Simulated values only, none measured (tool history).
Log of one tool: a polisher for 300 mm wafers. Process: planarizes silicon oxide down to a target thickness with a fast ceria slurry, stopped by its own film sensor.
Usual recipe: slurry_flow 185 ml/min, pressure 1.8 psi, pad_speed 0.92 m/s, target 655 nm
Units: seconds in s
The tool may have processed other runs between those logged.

| run | hour | slurry_flow | pressure | pad_speed | target | wafers since the last listed run | wafers polished on this pad | hours since the slurry nozzle was cleaned | hours since the head pressure was calibrated | incoming thickness of the incoming film, nm | seconds |
|---|---|---|---|---|---|---|---|---|---|---|---|
| 1 | 0.0 | 185 | 1.8 | 0.92 | 655 | 0 | 1141 | 239.1 | 262.8 | 1652.7 | 95.0 |
|  | 16.1 | worn pad replaced by a new one |
| 2 | 17.7 | 185 | 1.8 | 0.92 | 655 | 128 | 15 | 256.8 | 280.5 | 1656.9 | 96.8 |
| 3 | 43.1 | 185 | 1.8 | 0.92 | 655 | 238 | 254 | 282.2 | 305.9 | 1680.4 | 97.5 |
|  | 72.4 | head pressure recalibrated |
| 4 | 76.6 | 185 | 1.8 | 0.92 | 655 | 296 | 550 | 315.7 | 4.2 | 1646.6 | 95.3 |
| 5 | 111.4 | 185 | 1.8 | 0.92 | 655 | 327 | 877 | 350.5 | 39.0 | 1642.1 | 93.9 |
|  | 194.4 | worn pad replaced by a new one |
| 6 | 218.9 | 185 | 1.8 | 0.92 | 655 | 973 | 230 | 458.0 | 146.5 | 1677.6 | 98.7 |
| 7 | 253.1 | 185 | 1.8 | 0.92 | 655 | 321 | 552 | 492.2 | 180.7 | 1673.7 | 97.1 |
|  | 268.6 | slurry nozzle cleaned |
| 8 | 278.6 | 185 | 1.8 | 0.92 | 655 | 230 | 782 | 10.0 | 206.2 | 1651.9 | 94.0 |
| 9 | 312.7 | 185 | 1.8 | 0.92 | 655 | 320 | 1103 | 44.1 | 240.3 | 1665.9 | 96.4 |
|  | 339.2 | worn pad replaced by a new one |
| 10 | 347.8 | 185 | 1.8 | 0.92 | 655 | 292 | 80 | 79.2 | 275.4 | 1672.8 | 96.6 |
| 11 | 361.7 | 170 | 2.2 | 0.92 | 655 | 130 | 211 | 93.1 | 289.3 | 1654.5 | 79.6 |
| 12 | 380.1 | 170 | 2.2 | 0.92 | 655 | 173 | 384 | 111.5 | 307.7 | 1687.2 | 82.2 |
| 13 | 406.0 | 170 | 2.2 | 0.92 | 655 | 243 | 627 | 137.4 | 333.6 | 1637.0 | 79.5 |
| 14 | 426.0 | 185 | 1.8 | 0.92 | 891 | 188 | 815 | 157.4 | 353.6 | 1660.2 | 73.3 |
| 15 | 440.0 | 245 | 2.3 | 1.00 | 956 | 131 | 947 | 171.4 | 367.6 | 1659.0 | 47.2 |
|  | 446.1 | head pressure recalibrated |
| 16 | 456.7 | 140 | 1.8 | 0.92 | 812 | 138 | 1085 | 188.1 | 10.6 | 1670.7 | 85.6 |
|  | 478.0 | worn pad replaced by a new one |
| 17 | 532.5 | 185 | 1.8 | 0.68 | 655 | 675 | 512 | 263.9 | 86.4 | 1668.1 | 130.1 |
| 18 | 561.3 | 140 | 2.3 | 0.78 | 985 | 270 | 783 | 292.7 | 115.2 | 1655.0 | 64.3 |
| 19 | 587.6 | 185 | 1.8 | 0.92 | 655 | 247 | 1030 | 319.0 | 141.5 | 1651.3 | 95.9 |
| 20 | 615.3 | 170 | 2.2 | 0.92 | 655 | 260 | 1290 | 346.7 | 169.2 | 1649.1 | 80.2 |
|  | 647.0 | worn pad replaced by a new one |
| 21 | 651.2 | 145 | 1.8 | 0.62 | 655 | 299 | 39 | 382.6 | 205.1 | 1636.1 | 148.2 |
| 22 | 682.3 | 130 | 1.4 | 0.92 | 744 | 292 | 332 | 413.7 | 236.2 | 1662.0 | 117.0 |
| 23 | 696.5 | 245 | 1.4 | 0.92 | 889 | 133 | 465 | 427.9 | 250.4 | 1665.5 | 88.6 |
| 24 | 720.1 | 185 | 1.8 | 0.92 | 655 | 221 | 687 | 451.5 | 274.0 | 1664.5 | 96.0 |
| 25 | 733.7 | 240 | 1.8 | 1.00 | 655 | 127 | 815 | 465.1 | 287.6 | 1655.4 | 85.9 |
| 26 | 758.8 | 185 | 1.8 | 0.68 | 655 | 236 | 1051 | 490.2 | 312.7 | 1656.5 | 128.9 |
| 27 | 777.4 | 145 | 1.8 | 1.10 | 655 | 174 | 1226 | 508.8 | 331.3 | 1672.9 | 84.2 |

Consider 3 possible next runs. They are alternatives, not a sequence: every one starts from the tool as it was left by run 27. What does each give?
| A | 777.9 | 185 | 1.8 | 0.92 | 655 | 4 | 1231 | 509.3 | 331.8 | 1649.5 | ? |
| B | 777.9 | 140 | 1.6 | 1.18 | 655 | 4 | 1231 | 509.3 | 331.8 | 1649.5 | ? |
| C | 777.9 | 185 | 1.8 | 0.92 | 996 | 4 | 1231 | 509.3 | 331.8 | 1649.5 | ? |

| run | seconds |
|---|---|
| A | 95.1 |
| B | 86.5 |
| C | 62.5 |
What these runs would have given with no unlogged condition in the tool:
| run | seconds |
|---|---|
| A | 95.1 |
| B | 86.5 |
| C | 62.5 |
